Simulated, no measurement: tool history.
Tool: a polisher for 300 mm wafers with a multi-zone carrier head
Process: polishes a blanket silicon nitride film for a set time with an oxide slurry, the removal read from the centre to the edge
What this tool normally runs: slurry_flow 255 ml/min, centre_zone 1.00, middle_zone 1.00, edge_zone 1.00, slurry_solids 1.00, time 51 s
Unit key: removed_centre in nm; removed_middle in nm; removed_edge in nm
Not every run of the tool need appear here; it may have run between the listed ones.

run   hour  slurry_flow  centre_zone  middle_zone  edge_zone  slurry_solids  time  incoming thickness of the incoming film, nm  removed_centre  removed_middle  removed_edge
  1    0.0          255         1.00         1.00       0.92           1.00    51                                        588.2            52.3            47.1          47.4
  2   15.4          255         1.00         1.00       1.00           1.00    51                                        591.7            52.9            47.4          49.5
  3   28.7          255         1.00         1.00       1.00           1.00    51                                        584.5            53.0            47.7          48.8
      41.4  -- worn pad replaced by a new one
  4   44.3          255         1.00         1.00       1.00           1.00    51                                        575.8            52.3            47.2          49.7
      46.9  -- centre zone pressure recalibrated
  5   57.5          255         1.00         1.00       1.00           1.00    51                                        585.4            55.4            47.2          49.2
      64.2  -- carrier head's membrane replaced by a new one
  6   72.7          255         1.00         1.00       0.91           1.00    51                                        579.0            56.5            47.9          47.4
  7   81.7          255         1.00         1.00       0.91           1.00    51                                        580.9            55.9            47.6          47.2
      90.4  -- edge zone pressure recalibrated
  8   94.7          255         1.00         1.00       1.00           1.00    51                                        576.2            55.7            47.4          49.8
     103.2  -- worn pad replaced by a new one
  9  103.7          255         1.00         1.00       0.94           1.00    69                                        586.6            76.1            63.7          64.7
     115.1  -- centre zone pressure recalibrated, repeated, since the last time left the tool worse
 10  119.7          215         1.00         1.00       0.89           0.90    51                                        584.2            45.7            44.2          44.6
 11  126.2          255         1.00         0.96       0.95           1.15    51                                        577.2            52.3            49.3          51.3
 12  137.3          310         1.00         1.00       0.92           1.10    51                                        582.3            52.8            50.5          50.4
     141.0  -- slurry nozzle cleaned
 13  150.2          255         1.00         1.00       1.00           1.00    51                                        589.5            49.2            47.1          49.4
     159.1  -- worn pad replaced by a new one
 14  159.6          255         1.00         0.95       1.11           1.00    51                                        580.5            49.7            45.5          51.3
 15  171.2          255         1.00         0.90       1.00           1.30    36                                        578.1            39.4            35.1          39.8
 16  178.1          255         1.00         1.00       1.00           1.30    68                                        586.7            74.7            70.5          72.9
 17  186.9          255         1.00         1.00       1.00           1.00    51                                        571.9            49.6            47.3          49.3
 18  196.0          255         1.00         1.00       1.00           1.00    51                                        584.8            49.8            47.0          49.0
 19  205.5          255         1.04         1.00       1.00           1.15    51                                        571.1            55.2            50.8          52.3
     214.1  -- worn pad replaced by a new one
 20  235.7          220         1.04         1.00       1.00           0.80    51                                        583.4            45.9            41.3          42.9
 21  242.2          255         1.00         0.94       0.88           1.00    51                                        580.8            50.5            45.2          46.4

What if the next run were any one of these 4? Each begins from the tool's condition after run 21:
  A  242.6          255         1.00         1.00       1.00           1.00    51                                        580.3               ?               ?             ?
  B  242.6          165         1.00         1.00       1.00           1.00    63                                        580.3               ?               ?             ?
  C  242.6          255         1.00         1.00       1.00           1.00    61                                        580.3               ?               ?             ?
  D  242.6          255         1.00         1.00       1.00           0.85    51                                        580.3               ?               ?             ?

run  removed_centre  removed_middle  removed_edge
  A            49.9            47.3          49.1
  B            58.2            55.5          58.3
  C            59.7            56.6          58.7
  D            45.7            43.4          45.0
With the hidden condition removed and each run's random variation left untouched, the same runs would have given:
run  removed_centre  removed_middle  removed_edge
  A            48.4            47.3          49.1
  B            56.5            55.5          58.3
  C            57.9            56.6          58.7
  D            44.4            43.4          45.0
